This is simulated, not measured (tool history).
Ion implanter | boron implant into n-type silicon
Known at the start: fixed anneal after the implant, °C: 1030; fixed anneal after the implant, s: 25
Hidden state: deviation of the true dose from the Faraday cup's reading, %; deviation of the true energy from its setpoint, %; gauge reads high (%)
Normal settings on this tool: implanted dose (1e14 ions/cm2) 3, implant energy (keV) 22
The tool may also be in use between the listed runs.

run	hour	implanted dose (1e14 ions/cm2)	implant energy (keV)	wafers since the last listed run	hours since the last dose calibration	hours since the extraction supply was calibrated	hours since the gauge calibration	read-back reference wafer on the same gauge, sheet resistance	sheet resistance of the implanted and annealed layer (ohm/square)
1	0	3	17	0	1062.3	5472.6	134	272.02	285.97
2	34.2	2.78	22	588	1096.5	5506.8	168.2	271.9	295.58
3	53.1	3	22	325	1115.4	5525.7	187.1	272.13	277.27
4	68.1	3	22	258	1130.4	5540.7	202.1	271.96	277.49
5	82.9	3	22	254	1145.2	5555.5	216.9	271.99	276.43
6	112.6	3.52	22	511	1174.9	5585.2	246.6	272.1	243.3
7	124.8	3.52	22	210	1187.1	5597.4	258.8	272	243.74
# hour 157.8: extraction supply calibrated
8	158.3	3.52	22	439	1220.6	0.5	292.3	272.12	242.37
9	165.2	3	22	118	1227.5	7.4	299.2	272.08	277.45
10	188.9	3	22	408	1251.2	31.1	322.9	272.1	276.67
11	213	3	29	415	1275.3	55.2	347	272.01	267.51
12	245.1	3	22	552	1307.4	87.3	379.1	272.04	275.55
13	273.8	2.32	22	494	1336.1	116	407.8	271.92	339.59
14	307.2	3.84	15.5	575	1369.5	149.4	441.2	271.96	233.79
15	341.8	2.52	22	595	1404.1	184	475.8	271.91	316.39
# hour 361.7: Faraday cup replaced and dose calibrated
# hour 370.3: gauge calibrated
16	397.2	3.36	18	816	35.5	239.4	26.9	271.99	261.03
17	409.9	3	22	218	48.2	252.1	39.6	272.07	278.95
18	442.2	3	22	556	80.5	284.4	71.9	272.09	278.91
19	461.2	2.4	22	327	99.5	303.4	90.9	272.06	335.33
20	478.8	3.4	28.5	303	117.1	321	108.5	272.06	245.9
21	498.5	3.87	17.5	339	136.8	340.7	128.2	271.87	232.99

Selected run-to-run steps in sheet resistance of the implanted and annealed layer (ohm/square), each split into two signed amounts: the part the tool would show with no hidden state at all (from settings, incoming material and random variation), and the remainder, which goes to the hidden state together with any gauge scatter not common to the measured and the hidden-state-free results:
Run 13 -> 14: implanted dose (1e14 ions/cm2) 2.32 -> 3.84, implant energy (keV) 22 -> 15.5. sheet resistance of the implanted and annealed layer (ohm/square) -105.8: hidden state +2.14, all else -107.94.
Run 14 -> 15: implanted dose (1e14 ions/cm2) 3.84 -> 2.52, implant energy (keV) 15.5 -> 22. sheet resistance of the implanted and annealed layer (ohm/square) +82.6: hidden state -2.47, all else +85.07.
Run 15 -> 16: implanted dose (1e14 ions/cm2) 2.52 -> 3.36, implant energy (keV) 22 -> 18, Faraday cup replaced and dose calibrated, gauge calibrated. sheet resistance of the implanted and annealed layer (ohm/square) -55.36: hidden state +6.2, all else -61.56.
Run 19 -> 20: implanted dose (1e14 ions/cm2) 2.4 -> 3.4, implant energy (keV) 22 -> 28.5. sheet resistance of the implanted and annealed layer (ohm/square) -89.43: hidden state +0.68, all else -90.11.

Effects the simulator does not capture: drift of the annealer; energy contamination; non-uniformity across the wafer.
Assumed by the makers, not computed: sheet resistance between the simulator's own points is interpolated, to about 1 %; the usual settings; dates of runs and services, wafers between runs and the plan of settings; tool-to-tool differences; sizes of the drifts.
